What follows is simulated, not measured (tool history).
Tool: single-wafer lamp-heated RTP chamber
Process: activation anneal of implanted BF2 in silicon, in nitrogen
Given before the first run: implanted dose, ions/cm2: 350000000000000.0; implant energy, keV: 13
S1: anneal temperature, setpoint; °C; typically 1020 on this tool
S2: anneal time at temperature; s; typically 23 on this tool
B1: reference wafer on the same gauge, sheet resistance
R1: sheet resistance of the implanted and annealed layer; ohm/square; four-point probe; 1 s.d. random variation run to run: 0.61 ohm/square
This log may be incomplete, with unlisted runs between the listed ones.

{"run": 1, "hour": 0.0, "S1": 1020, "S2": 23, "B1": 259.01, "R1": 291.81}
{"run": 2, "hour": 25.2, "S1": 1020, "S2": 23, "B1": 258.92, "R1": 292.13}
{"run": 3, "hour": 42.0, "S1": 1020, "S2": 23, "B1": 259.13, "R1": 291.78}
{"run": 4, "hour": 65.9, "S1": 1020, "S2": 23, "B1": 259.1, "R1": 291.44}
{"run": 5, "hour": 98.0, "S1": 1020, "S2": 23, "B1": 258.92, "R1": 291.16}
{"hour": 117.4, "done": "reflector plate cleaned"}
{"run": 6, "hour": 117.9, "S1": 1020, "S2": 23, "B1": 258.88, "R1": 294.48}
{"run": 7, "hour": 138.3, "S1": 1020, "S2": 23, "B1": 258.95, "R1": 293.61}
{"hour": 143.7, "done": "gauge calibrated"}
{"run": 8, "hour": 158.1, "S1": 1020, "S2": 23, "B1": 259.01, "R1": 293.92}
{"run": 9, "hour": 184.2, "S1": 1020, "S2": 23, "B1": 259.1, "R1": 291.99}
{"run": 10, "hour": 207.9, "S1": 1020, "S2": 23, "B1": 259.15, "R1": 290.06}
{"run": 11, "hour": 221.4, "S1": 1020, "S2": 23, "B1": 259.17, "R1": 290.4}
{"run": 12, "hour": 241.0, "S1": 1020, "S2": 23, "B1": 258.67, "R1": 289.57}
{"run": 13, "hour": 267.2, "S1": 1020, "S2": 23, "B1": 259.23, "R1": 289.41}
{"hour": 276.1, "done": "pyrometer window cleaned and pyrometer calibrated"}
{"run": 14, "hour": 282.4, "S1": 1038, "S2": 12, "B1": 259.15, "R1": 296.93}
{"run": 15, "hour": 304.2, "S1": 1020, "S2": 23, "B1": 258.97, "R1": 294.5}
{"run": 16, "hour": 335.4, "S1": 1031, "S2": 23, "B1": 259.14, "R1": 289.25}
{"run": 17, "hour": 361.3, "S1": 1007, "S2": 13, "B1": 258.87, "R1": 304.03}
{"run": 18, "hour": 377.8, "S1": 1005, "S2": 35, "B1": 259.03, "R1": 294.12}
{"run": 19, "hour": 398.8, "S1": 997, "S2": 29, "B1": 259.07, "R1": 297.9}
{"run": 20, "hour": 413.7, "S1": 995, "S2": 31, "B1": 259.01, "R1": 298.9}
{"run": 21, "hour": 480.5, "S1": 999, "S2": 28, "B1": 258.84, "R1": 296.41}
{"run": 22, "hour": 515.7, "S1": 1020, "S2": 23, "B1": 258.93, "R1": 289.72}
{"run": 23, "hour": 537.3, "S1": 1020, "S2": 23, "B1": 259.12, "R1": 290.22}
{"run": 24, "hour": 561.8, "S1": 1020, "S2": 23, "B1": 259.01, "R1": 290.76}
{"run": 25, "hour": 594.2, "S1": 1036, "S2": 15, "B1": 258.91, "R1": 290.07}
{"run": 26, "hour": 623.5, "S1": 1020, "S2": 23, "B1": 258.95, "R1": 290.01}
{"hour": 651.5, "done": "pyrometer window cleaned and pyrometer calibrated"}
{"run": 27, "hour": 652.0, "S1": 1020, "S2": 18, "B1": 259, "R1": 296.28}
{"run": 28, "hour": 672.1, "S1": 1043, "S2": 23, "B1": 258.92, "R1": 284.83}
{"run": 29, "hour": 699.8, "S1": 1020, "S2": 35, "B1": 259.03, "R1": 288.29}
{"run": 30, "hour": 732.6, "S1": 992, "S2": 23, "B1": 258.97, "R1": 302.27}
{"run": 31, "hour": 755.9, "S1": 1002, "S2": 28, "B1": 259.13, "R1": 296.97}
{"run": 32, "hour": 785.7, "S1": 1009, "S2": 23, "B1": 259.24, "R1": 296.46}
{"hour": 815.5, "done": "reflector plate cleaned"}
{"run": 33, "hour": 816.0, "S1": 1012, "S2": 18, "B1": 259, "R1": 301.34}
{"run": 34, "hour": 826.1, "S1": 1031, "S2": 23, "B1": 259.14, "R1": 291.42}
{"run": 35, "hour": 849.3, "S1": 1036, "S2": 17, "B1": 258.75, "R1": 292.84}
{"run": 36, "hour": 867.9, "S1": 1036, "S2": 13, "B1": 258.87, "R1": 294.01}
{"run": 37, "hour": 883.0, "S1": 1020, "S2": 23, "B1": 258.95, "R1": 293.94}
{"run": 38, "hour": 916.2, "S1": 995, "S2": 23, "B1": 259.02, "R1": 302.67}

Forecast each of these 3 alternatives for the next run:
{"run": "A", "hour": 916.6, "S1": 1020, "S2": 12, "B1": "?", "R1": "?"}
{"run": "B", "hour": 916.6, "S1": 1020, "S2": 14, "B1": "?", "R1": "?"}
{"run": "C", "hour": 916.6, "S1": 1038, "S2": 11, "B1": "?", "R1": "?"}

run=A B1=258.99 R1=300.32
run=B B1=258.99 R1=298.66
run=C B1=258.99 R1=295.59
With no hidden state in the tool, these same runs would have given:
run=A R1=304.43
run=B R1=302.93
run=C R1=299.7
